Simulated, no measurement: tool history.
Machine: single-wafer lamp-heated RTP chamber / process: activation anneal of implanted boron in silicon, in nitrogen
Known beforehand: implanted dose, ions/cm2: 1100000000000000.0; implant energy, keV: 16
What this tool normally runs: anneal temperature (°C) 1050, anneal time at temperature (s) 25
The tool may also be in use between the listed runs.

run,hour,anneal temperature (°C),anneal time at temperature (s),wafers since the last listed run,wafers since the last pyrometer calibration,wafers since the reflector plate was cleaned,hours since the gauge calibration,"read-back reference wafer on the same gauge, sheet resistance",sheet resistance of the implanted and annealed layer (ohm/square)
1,0.0,1050,25,0,2244,4541,979.7,118.99,105.91
2,39.1,1042,18,608,2852,5149,1018.8,119.03,106.71
3,88.0,1042,18,760,3612,5910,1067.7,119.04,106.79
4,153.7,1042,18,1021,4634,6931,1133.4,119.02,106.53
5,195.9,1050,25,656,5290,7587,1175.6,118.97,105.81
# hour 206.8: pyrometer window cleaned and pyrometer calibrated
6,223.0,1050,25,297,251,7884,1202.7,119.03,105.91
7,269.2,1050,25,718,969,8603,1248.9,118.99,105.96
8,294.5,1050,25,393,1363,8996,1274.2,119.03,106.08
# hour 294.8: gauge calibrated
9,359.1,1050,25,1004,2367,10001,64.3,118.99,105.66
10,413.3,1050,25,842,3210,10844,118.5,119.06,105.50
11,459.0,1050,25,710,3921,11554,164.2,119.00,105.62
12,491.2,1050,25,500,4421,12055,196.4,118.99,105.45
# hour 516.0: reflector plate cleaned
13,545.1,1050,25,713,5135,453,250.3,119.06,105.66
14,569.3,1050,25,376,5511,829,274.5,119.03,105.65
# hour 580.7: pyrometer window cleaned and pyrometer calibrated
15,604.3,1050,25,419,366,1249,309.5,118.99,106.17
16,661.3,1050,25,886,1253,2135,366.5,118.93,105.80
17,712.5,1050,25,796,2049,2931,417.7,118.94,105.77
18,780.4,1061,25,1055,3105,3987,485.6,119.01,105.31
19,851.1,1050,32,1099,4204,5087,556.3,118.98,105.39
20,921.6,1041,25,1096,5300,6183,626.8,119.03,105.86
21,964.2,1033,38,662,5963,6845,669.4,118.97,105.79
# hour 983.9: pyrometer window cleaned and pyrometer calibrated
22,1015.9,1069,15,679,496,7525,721.1,118.92,106.20
23,1087.3,1050,25,1110,1607,8635,792.5,119.05,105.77
24,1134.9,1041,11,740,2347,9375,840.1,118.95,107.38
25,1188.9,1031,17,839,3187,10215,894.1,119.02,107.21
# hour 1262.5: reflector plate cleaned
26,1263.0,1050,13,1027,4214,7,968.2,118.99,106.52
# hour 1269.9: gauge calibrated
27,1291.5,1062,16,443,4658,450,21.6,119.03,105.72
# hour 1313.7: pyrometer window cleaned and pyrometer calibrated
28,1318.2,1077,37,290,69,741,48.3,119.00,104.17
29,1363.2,1029,39,699,768,1440,93.3,119.02,106.75
30,1401.7,1058,11,598,1367,2039,131.8,119.03,106.90
31,1466.9,1050,25,1013,2381,3053,197.0,118.96,105.65
32,1530.0,1050,14,981,3362,4034,260.1,118.94,106.76
33,1599.7,1050,25,1083,4446,5118,329.8,118.94,105.86
# hour 1640.4: pyrometer window cleaned and pyrometer calibrated
34,1662.3,1042,20,849,340,5967,392.4,119.05,106.72
35,1723.5,1027,16,951,1292,6919,453.6,118.98,108.18
36,1760.3,1039,30,572,1864,7491,490.4,119.01,106.02
37,1821.3,1050,25,948,2813,8439,551.4,119.06,105.84

Take each entry between the runs: how does the hidden state at the last listed run before it differ from the hidden state at the first listed run after it?
In the gap between runs 5 and 6: pyrometer window cleaned and pyrometer calibrated (hour 206.8)
  true wafer temperature minus pyrometer reading, K: 11.1 -> 2.34
  measured minus no-state result, sheet resistance of the implanted and annealed layer (ohm/square): -0.50 -> -0.12
In the gap between runs 8 and 9: gauge calibrated (hour 294.8)
  true wafer temperature minus pyrometer reading, K: 4.61 -> 6.66
  measured minus no-state result, sheet resistance of the implanted and annealed layer (ohm/square): -0.23 -> -0.32
In the gap between runs 12 and 13: reflector plate cleaned (hour 516.0)
  true wafer temperature minus pyrometer reading, K: 10.9 -> 12.6
  measured minus no-state result, sheet resistance of the implanted and annealed layer (ohm/square): -0.48 -> -0.55
In the gap between runs 14 and 15: pyrometer window cleaned and pyrometer calibrated (hour 580.7)
  true wafer temperature minus pyrometer reading, K: 13.3 -> 1.41
  measured minus no-state result, sheet resistance of the implanted and annealed layer (ohm/square): -0.57 -> -0.08
In the gap between runs 21 and 22: pyrometer window cleaned and pyrometer calibrated (hour 983.9)
  true wafer temperature minus pyrometer reading, K: 12.8 -> 3.34
  measured minus no-state result, sheet resistance of the implanted and annealed layer (ohm/square): -1.01 -> -0.08
In the gap between runs 25 and 26: reflector plate cleaned (hour 1262.5)
  true wafer temperature minus pyrometer reading, K: 8.84 -> 11.2
  measured minus no-state result, sheet resistance of the implanted and annealed layer (ohm/square): -0.80 -> -0.47
In the gap between runs 26 and 27: gauge calibrated (hour 1269.9)
  true wafer temperature minus pyrometer reading, K: 11.2 -> 12.1
  measured minus no-state result, sheet resistance of the implanted and annealed layer (ohm/square): -0.47 -> -0.34
In the gap between runs 27 and 28: pyrometer window cleaned and pyrometer calibrated (hour 1313.7)
  true wafer temperature minus pyrometer reading, K: 12.1 -> 0.847
  measured minus no-state result, sheet resistance of the implanted and annealed layer (ohm/square): -0.34 -> -0.03
In the gap between runs 33 and 34: pyrometer window cleaned and pyrometer calibrated (hour 1640.4)
  true wafer temperature minus pyrometer reading, K: 9.79 -> 3.15
  measured minus no-state result, sheet resistance of the implanted and annealed layer (ohm/square): -0.44 -> -0.21

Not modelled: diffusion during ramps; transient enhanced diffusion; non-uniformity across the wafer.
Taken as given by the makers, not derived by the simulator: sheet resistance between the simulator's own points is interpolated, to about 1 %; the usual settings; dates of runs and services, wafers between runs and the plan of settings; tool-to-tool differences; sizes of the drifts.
